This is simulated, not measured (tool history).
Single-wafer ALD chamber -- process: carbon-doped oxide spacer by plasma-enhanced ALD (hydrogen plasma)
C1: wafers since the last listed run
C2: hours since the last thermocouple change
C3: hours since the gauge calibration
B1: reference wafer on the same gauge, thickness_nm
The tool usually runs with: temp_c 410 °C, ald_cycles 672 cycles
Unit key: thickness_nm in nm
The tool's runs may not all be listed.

run 1 day=0 | temp_c=410 ald_cycles=672 | C1=0 C2=1877 C3=1201.2 | B1=35.214 | thickness_nm=33.66
run 2 day=3.662 | temp_c=410 ald_cycles=672 | C1=54 C2=1964.9 C3=1289.1 | B1=35.196 | thickness_nm=33.607
run 3 day=5.888 | temp_c=420 ald_cycles=672 | C1=33 C2=2018.3 C3=1342.5 | B1=35.248 | thickness_nm=32.291
run 4 day=9.038 | temp_c=420 ald_cycles=672 | C1=46 C2=2093.9 C3=1418.1 | B1=35.195 | thickness_nm=32.317
run 5 day=13.142 | temp_c=410 ald_cycles=726 | C1=61 C2=2192.4 C3=1516.6 | B1=35.195 | thickness_nm=36.364
run 6 day=17.208 | temp_c=410 ald_cycles=726 | C1=60 C2=2290 C3=1614.2 | B1=35.216 | thickness_nm=36.297
run 7 day=20.304 | temp_c=410 ald_cycles=672 | C1=46 C2=2364.3 C3=1688.5 | B1=35.197 | thickness_nm=33.602
run 8 day=23.562 | temp_c=410 ald_cycles=672 | C1=48 C2=2442.5 C3=1766.7 | B1=35.161 | thickness_nm=33.831
run 9 day=25.488 | temp_c=410 ald_cycles=724 | C1=28 C2=2488.7 C3=1812.9 | B1=35.184 | thickness_nm=36.248
run 10 day=28.075 | temp_c=410 ald_cycles=724 | C1=38 C2=2550.8 C3=1875 | B1=35.159 | thickness_nm=36.204
run 11 day=31.504 | temp_c=401 ald_cycles=613 | C1=50 C2=2633.1 C3=1957.3 | B1=35.132 | thickness_nm=31.408
-- day=38.329 thermocouple changed; heater temperature recalibrated
run 12 day=40.446 | temp_c=401 ald_cycles=613 | C1=127 C2=50.8 C3=2171.9 | B1=35.216 | thickness_nm=30.608
run 13 day=42.329 | temp_c=410 ald_cycles=672 | C1=27 C2=96 C3=2217.1 | B1=35.187 | thickness_nm=32.289
run 14 day=45.588 | temp_c=410 ald_cycles=672 | C1=48 C2=174.2 C3=2295.3 | B1=35.249 | thickness_nm=32.244
run 15 day=47.512 | temp_c=410 ald_cycles=566 | C1=28 C2=220.4 C3=2341.5 | B1=35.214 | thickness_nm=27.329
-- day=47.558 gauge calibrated
run 16 day=50.6 | temp_c=398 ald_cycles=607 | C1=45 C2=294.5 C3=73 | B1=35.211 | thickness_nm=30.681
-- day=51.367 thermocouple changed; heater temperature recalibrated, repeated, since the last time left the tool worse
run 17 day=52.588 | temp_c=420 ald_cycles=555 | C1=24 C2=29.3 C3=120.7 | B1=35.188 | thickness_nm=26.505
run 18 day=55.917 | temp_c=418 ald_cycles=576 | C1=49 C2=109.2 C3=200.6 | B1=35.209 | thickness_nm=27.775
run 19 day=58.471 | temp_c=402 ald_cycles=618 | C1=37 C2=170.5 C3=261.9 | B1=35.245 | thickness_nm=31.345
run 20 day=61.946 | temp_c=405 ald_cycles=718 | C1=51 C2=253.9 C3=345.3 | B1=35.251 | thickness_nm=36.304
run 21 day=64.392 | temp_c=418 ald_cycles=576 | C1=36 C2=312.6 C3=404 | B1=35.176 | thickness_nm=27.696
run 22 day=66.617 | temp_c=410 ald_cycles=672 | C1=33 C2=366 C3=457.4 | B1=35.169 | thickness_nm=33.359

Run 23 has not been measured yet. What should we expect?
run 23 day=68.854 | temp_c=421 ald_cycles=598 | C1=33 C2=419.7 C3=511.1 | B1=? | thickness_nm=?

Logged for run 23: B1 35.199, thickness_nm 28.422 nm.
If the tool had no hidden condition, the same run with the same run-to-run variation would have returned thickness_nm 28.408 nm.
